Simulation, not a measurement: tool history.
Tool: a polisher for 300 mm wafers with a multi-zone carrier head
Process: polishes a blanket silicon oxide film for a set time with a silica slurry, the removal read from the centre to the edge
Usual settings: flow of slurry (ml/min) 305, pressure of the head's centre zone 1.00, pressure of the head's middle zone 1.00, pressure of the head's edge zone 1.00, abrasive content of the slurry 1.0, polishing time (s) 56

run    hour  flow of slurry (ml/min)  pressure of the head's centre zone  pressure of the head's middle zone  pressure of the head's edge zone  abrasive content of the slurry  polishing time (s)  incoming thickness of the incoming film, nm  film removed at the wafer's centre (angstrom)  film removed at mid-radius (angstrom)  film removed at the wafer's edge (angstrom)
  1     0.0                      305                                1.00                                1.03                              1.00                             1.0                  56                                       1029.0                                           1955                                   2012                                         2036
  2    61.0                      305                                1.00                                1.03                              1.00                             1.0                  56                                        992.1                                           2161                                   2221                                         2193
  3   162.1                      305                                1.00                                1.03                              1.00                             1.0                  56                                       1028.4                                           2082                                   2082                                         2100
  4   267.6                      305                                1.00                                1.00                              1.00                             1.0                  56                                       1022.3                                           1997                                   1978                                         2014
  5   351.2                      305                                1.00                                1.00                              1.00                             1.0                  56                                        998.2                                           2136                                   2152                                         2164
  6   448.3                      305                                1.00                                1.00                              1.00                             1.0                  56                                       1008.7                                           2016                                   2024                                         2061
  7   532.7                      225                                1.00                                1.00                              1.00                             1.0                  56                                       1014.9                                           1875                                   1913                                         1941
  8   845.3                      225                                1.00                                1.00                              1.00                             1.0                  56                                       1018.4                                           1889                                   1906                                         1935
  9  1142.3                      215                                1.10                                1.00                              1.00                             1.0                  56                                       1000.7                                           2095                                   1888                                         1979
 10  1179.2                      305                                1.03                                1.08                              1.00                             1.0                  56                                       1001.6                                           2012                                   2095                                         1990
 11  1264.7                      305                                1.00                                1.10                              1.00                             1.0                  71                                       1011.9                                           2472                                   2673                                         2530
 12  1359.8                      305                                0.97                                1.00                              1.00                             1.0                  56                                       1020.5                                           2011                                   2056                                         2042
 13  1440.9                      305                                1.08                                0.94                              0.94                             1.0                  41                                       1003.4                                           1554                                   1395                                         1408
 14  1528.0                      305                                1.00                                1.00                              1.00                             1.0                  56                                       1013.1                                           1950                                   1965                                         2017
 15  1630.3                      345                                1.00                                1.09                              1.00                             1.0                  56                                       1016.9                                           2167                                   2371                                         2204
 16  1693.1                      305                                1.00                                1.00                              1.00                             1.0                  56                                       1020.8                                           2081                                   2081                                         2132

Taken out of this log: 14 entries between the listed runs. Where each belongs, and how the hidden state differs across it:
Between runs 1 and 2: worn pad replaced by a new one (hour 42.0)
  removal rate lost through wear of the pad, %: 10.2 -> 1.8
  measured less the result without the state, film removed at the wafer's centre (angstrom): -223 -> -40; film removed at mid-radius (angstrom): -229 -> -40; film removed at the wafer's edge (angstrom): -233 -> -41
Between runs 2 and 3: carrier head's membrane replaced by a new one (hour 108.8)
  removal rate lost through wear of the pad, %: 1.8 -> 7.27
  measured less the result without the state, film removed at the wafer's centre (angstrom): -40 -> -163; film removed at mid-radius (angstrom): -40 -> -163; film removed at the wafer's edge (angstrom): -41 -> -165
Between runs 4 and 5: worn pad replaced by a new one (hour 334.0)
  removal rate lost through wear of the pad, %: 9.56 -> 2.7
  measured less the result without the state, film removed at the wafer's centre (angstrom): -211 -> -59; film removed at mid-radius (angstrom): -209 -> -60; film removed at the wafer's edge (angstrom): -213 -> -61
Between runs 6 and 7: slurry nozzle cleaned (hour 517.9)
  removal rate lost through wear of the pad, %: 8.12 -> 10.2
  measured less the result without the state, film removed at the wafer's centre (angstrom): -179 -> -213; film removed at mid-radius (angstrom): -179 -> -218; film removed at the wafer's edge (angstrom): -183 -> -221
Between runs 7 and 8: edge zone pressure recalibrated (hour 546.8); worn pad replaced by a new one (hour 635.3); centre zone pressure recalibrated (hour 804.4); carrier head's membrane replaced by a new one (hour 816.6)
  removal rate lost through wear of the pad, %: 10.2 -> 10.3
  measured less the result without the state, film removed at the wafer's centre (angstrom): -213 -> -216; film removed at mid-radius (angstrom): -218 -> -217; film removed at the wafer's edge (angstrom): -221 -> -221
Between runs 8 and 9: worn pad replaced by a new one, of another model than before (hour 948.5)
  removal rate lost through wear of the pad, %: 10.3 -> 9.93
  measured less the result without the state, film removed at the wafer's centre (angstrom): -216 -> -231; film removed at mid-radius (angstrom): -217 -> -208; film removed at the wafer's edge (angstrom): -221 -> -218
Between runs 11 and 12: worn pad replaced by a new one (hour 1287.4); edge zone pressure recalibrated (hour 1323.6); slurry nozzle cleaned (hour 1342.7)
  removal rate lost through wear of the pad, %: 11.2 -> 6.19
  measured less the result without the state, film removed at the wafer's centre (angstrom): -313 -> -132; film removed at mid-radius (angstrom): -338 -> -135; film removed at the wafer's edge (angstrom): -320 -> -135
Between runs 12 and 13: carrier head's membrane replaced by a new one (hour 1406.3)
  removal rate lost through wear of the pad, %: 6.19 -> 9.14
  measured less the result without the state, film removed at the wafer's centre (angstrom): -132 -> -156; film removed at mid-radius (angstrom): -135 -> -140; film removed at the wafer's edge (angstrom): -135 -> -141
Between runs 14 and 15: worn pad replaced by a new one (hour 1619.9)
  removal rate lost through wear of the pad, %: 10.6 -> 1.08
  measured less the result without the state, film removed at the wafer's centre (angstrom): -232 -> -24; film removed at mid-radius (angstrom): -234 -> -26; film removed at the wafer's edge (angstrom): -240 -> -24
